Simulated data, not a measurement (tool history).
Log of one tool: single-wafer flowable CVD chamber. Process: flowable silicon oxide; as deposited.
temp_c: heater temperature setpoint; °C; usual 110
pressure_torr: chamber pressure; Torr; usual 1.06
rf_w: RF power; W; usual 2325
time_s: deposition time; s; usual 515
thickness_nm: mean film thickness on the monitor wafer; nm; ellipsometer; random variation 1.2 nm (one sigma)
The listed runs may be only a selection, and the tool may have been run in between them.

| run | hour | temp_c | pressure_torr | rf_w | time_s | read-back reference wafer on the same gauge, thickness_nm | thickness_nm |
|---|---|---|---|---|---|---|---|
| 1 | 0 | 110 | 1.2 | 2325 | 515 | 286.089 | 450.685 |
| 2 | 7.3 | 110 | 1.2 | 2325 | 515 | 285.751 | 454.164 |
| 3 | 22.8 | 110 | 1.2 | 2325 | 515 | 285.956 | 454.388 |
| 4 | 29.5 | 110 | 1.06 | 2325 | 515 | 285.956 | 409.858 |
|  | 54.3 | capacitance manometer re-zeroed and calibrated |
| 5 | 54.8 | 110 | 1.06 | 2325 | 515 | 285.877 | 408.962 |
|  | 56 | gauge calibrated |
| 6 | 59.6 | 110 | 1.06 | 2325 | 515 | 285.882 | 409.846 |
| 7 | 74.7 | 110 | 1.06 | 2110 | 515 | 286.096 | 400.238 |
| 8 | 89.7 | 106 | 1.06 | 2555 | 515 | 285.955 | 473.572 |
| 9 | 100.9 | 110 | 0.96 | 2325 | 515 | 285.996 | 375.265 |
| 10 | 111.2 | 101 | 1.22 | 1915 | 421 | 285.674 | 477.025 |
|  | 120.8 | RF generator calibrated |
|  | 123.7 | thermocouple changed; heater temperature recalibrated |
|  | 123.8 | showerhead replaced |
| 11 | 124.2 | 117 | 1.06 | 2325 | 515 | 286.012 | 281.737 |
| 12 | 132.6 | 110 | 0.8 | 2580 | 574 | 285.923 | 309.197 |
| 13 | 140.4 | 110 | 1.06 | 2325 | 515 | 286.326 | 349.472 |

Run 14, settings as shown, results not yet in. Your forecast:
| 14 | 149.7 | 110 | 1.28 | 2325 | 515 | ? | ? |

{"run 14": {"read-back reference wafer on the same gauge, thickness_nm": 286.044, "thickness_nm": 411.328}}
The same run, on a tool lacking any hidden state, would have yielded thickness_nm 400.033 nm.
